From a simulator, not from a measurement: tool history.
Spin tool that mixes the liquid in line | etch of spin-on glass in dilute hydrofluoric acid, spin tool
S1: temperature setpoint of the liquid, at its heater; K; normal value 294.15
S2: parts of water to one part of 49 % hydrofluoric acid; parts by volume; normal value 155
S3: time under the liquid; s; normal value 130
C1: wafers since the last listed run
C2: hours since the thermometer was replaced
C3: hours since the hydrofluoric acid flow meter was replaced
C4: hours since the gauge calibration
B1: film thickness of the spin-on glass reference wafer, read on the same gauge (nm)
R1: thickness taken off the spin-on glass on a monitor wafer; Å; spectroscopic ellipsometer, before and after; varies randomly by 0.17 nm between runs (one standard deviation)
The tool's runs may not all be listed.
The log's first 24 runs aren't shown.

run	hour	S1	S2	S3	C1	C2	C3	C4	B1	R1
25	1799	291.65	125	130	316	213.3	976.9	1313.6	150.01	234.8
26	1867.2	297.65	110	130	403	281.5	1045.1	1381.8	150	353.1
27	1963.5	290.15	155	130	569	377.8	1141.4	1478.1	150	173.5
28	2050.2	291.15	155	180	512	464.5	1228.1	1564.8	149.99	252.9
29	2132.7	294.15	155	130	487	547	1310.6	1647.3	150.01	213.5
30	2171.4	290.65	85	95	228	585.7	1349.3	1686	150	261.6
31	2265.2	294.15	155	130	554	679.5	1443.1	1779.8	149.99	216.2
32	2366.8	294.15	155	100	600	781.1	1544.7	1881.4	150.01	167
33	2466.7	294.15	130	130	590	881	1644.6	1981.3	150.01	264.4

Below are 5 alternative next runs, each starting from the tool's condition after run 33. Predict each:
A	2467.2	294.15	155	130	2	881.5	1645.1	1981.8	?	?
B	2467.2	291.15	135	130	2	881.5	1645.1	1981.8	?	?
C	2467.2	294.15	220	130	2	881.5	1645.1	1981.8	?	?
D	2467.2	292.65	105	130	2	881.5	1645.1	1981.8	?	?
E	2467.2	294.15	175	130	2	881.5	1645.1	1981.8	?	?

run	B1	R1
A	150.01	216.6
B	150.01	225.5
C	150.01	142.7
D	150.01	318.2
E	150.01	187.8
What these runs would have given with no unlogged condition in the tool:
run	R1
A	195.1
B	202.8
C	128.7
D	286.2
E	169.3

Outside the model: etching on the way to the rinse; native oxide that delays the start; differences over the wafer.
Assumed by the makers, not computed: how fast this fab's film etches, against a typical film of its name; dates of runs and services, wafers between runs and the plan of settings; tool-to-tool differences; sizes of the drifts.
